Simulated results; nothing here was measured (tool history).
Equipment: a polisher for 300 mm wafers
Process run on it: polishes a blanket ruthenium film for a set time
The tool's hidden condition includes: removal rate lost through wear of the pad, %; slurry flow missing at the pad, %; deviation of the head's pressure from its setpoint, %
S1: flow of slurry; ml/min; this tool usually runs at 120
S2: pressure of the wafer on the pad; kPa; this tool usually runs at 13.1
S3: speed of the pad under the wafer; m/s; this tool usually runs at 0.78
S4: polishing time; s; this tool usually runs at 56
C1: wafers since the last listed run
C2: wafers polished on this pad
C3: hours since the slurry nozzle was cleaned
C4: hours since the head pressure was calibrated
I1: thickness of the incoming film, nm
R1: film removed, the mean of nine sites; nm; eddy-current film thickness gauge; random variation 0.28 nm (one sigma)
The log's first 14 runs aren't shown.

run 15 hour=328 | S1=120 S2=13.1 S3=0.78 S4=56 | C1=176 C2=520 C3=490.7 C4=732.8 | I1=474.7 | R1=40.4
run 16 hour=348.7 | S1=120 S2=13.1 S3=0.78 S4=56 | C1=189 C2=709 C3=511.4 C4=753.5 | I1=482.4 | R1=40.2
run 17 hour=363.8 | S1=120 S2=13.1 S3=0.78 S4=56 | C1=138 C2=847 C3=526.5 C4=768.6 | I1=487.5 | R1=40.5
run 18 hour=379.6 | S1=120 S2=13.1 S3=0.78 S4=64 | C1=144 C2=992 C3=542.3 C4=784.4 | I1=477.7 | R1=46.4
run 19 hour=397 | S1=120 S2=13.1 S3=0.9 S4=50 | C1=159 C2=1151 C3=559.7 C4=801.8 | I1=478.4 | R1=41.6
run 20 hour=420.4 | S1=120 S2=13.1 S3=0.9 S4=56 | C1=214 C2=1366 C3=583.1 C4=825.2 | I1=476.9 | R1=46.5
-- hour=458.3 worn pad replaced by a new one
run 21 hour=458.8 | S1=120 S2=11 S3=0.78 S4=56 | C1=315 C2=4 C3=621.5 C4=863.6 | I1=475.7 | R1=34.4
-- hour=468 slurry nozzle cleaned
run 22 hour=468.5 | S1=120 S2=13.1 S3=0.78 S4=56 | C1=79 C2=84 C3=0.5 C4=873.3 | I1=488.5 | R1=43.9
run 23 hour=481.8 | S1=120 S2=13.1 S3=0.54 S4=56 | C1=121 C2=206 C3=13.8 C4=886.6 | I1=482.6 | R1=29.8
run 24 hour=509.8 | S1=120 S2=13.1 S3=0.78 S4=56 | C1=256 C2=462 C3=41.8 C4=914.6 | I1=487.2 | R1=42.6
run 25 hour=535.1 | S1=120 S2=9 S3=0.78 S4=73 | C1=231 C2=694 C3=67.1 C4=939.9 | I1=475.6 | R1=37.7
run 26 hour=570.1 | S1=120 S2=13.1 S3=1 S4=56 | C1=320 C2=1014 C3=102.1 C4=974.9 | I1=477.3 | R1=54.7
run 27 hour=590.2 | S1=120 S2=15.2 S3=1.02 S4=56 | C1=184 C2=1198 C3=122.2 C4=995 | I1=476.4 | R1=63.1
-- hour=618.5 worn pad replaced by a new one
run 28 hour=619.3 | S1=155 S2=9.7 S3=0.92 S4=67 | C1=229 C2=7 C3=151.3 C4=1024.1 | I1=475.8 | R1=46.4
run 29 hour=634.1 | S1=155 S2=11 S3=0.78 S4=56 | C1=135 C2=142 C3=166.1 C4=1038.9 | I1=470.1 | R1=37.6
run 30 hour=662.5 | S1=120 S2=9 S3=0.78 S4=73 | C1=260 C2=402 C3=194.5 C4=1067.3 | I1=481.7 | R1=37
-- hour=671.6 head pressure recalibrated
run 31 hour=759.4 | S1=85 S2=10.3 S3=0.78 S4=56 | C1=869 C2=1271 C3=291.4 C4=87.8 | I1=481 | R1=27.5
run 32 hour=779.3 | S1=110 S2=13.1 S3=0.86 S4=46 | C1=182 C2=1454 C3=311.3 C4=107.7 | I1=484.2 | R1=33.8
-- hour=784.8 worn pad replaced by a new one
run 33 hour=797.6 | S1=120 S2=13.1 S3=0.78 S4=56 | C1=130 C2=117 C3=329.6 C4=126 | I1=482.5 | R1=38.4
run 34 hour=828.9 | S1=120 S2=13.1 S3=0.78 S4=56 | C1=286 C2=403 C3=360.9 C4=157.3 | I1=474.1 | R1=38.7

Predict the results of run 35:
run 35 hour=848 | S1=120 S2=13.1 S3=0.78 S4=56 | C1=174 C2=578 C3=380 C4=176.4 | I1=475.1 | R1=?

{"run 35": {"R1": 38.4}}
With the hidden condition absent and the run-to-run variation left alone, this run would have shown R1 42 nm.

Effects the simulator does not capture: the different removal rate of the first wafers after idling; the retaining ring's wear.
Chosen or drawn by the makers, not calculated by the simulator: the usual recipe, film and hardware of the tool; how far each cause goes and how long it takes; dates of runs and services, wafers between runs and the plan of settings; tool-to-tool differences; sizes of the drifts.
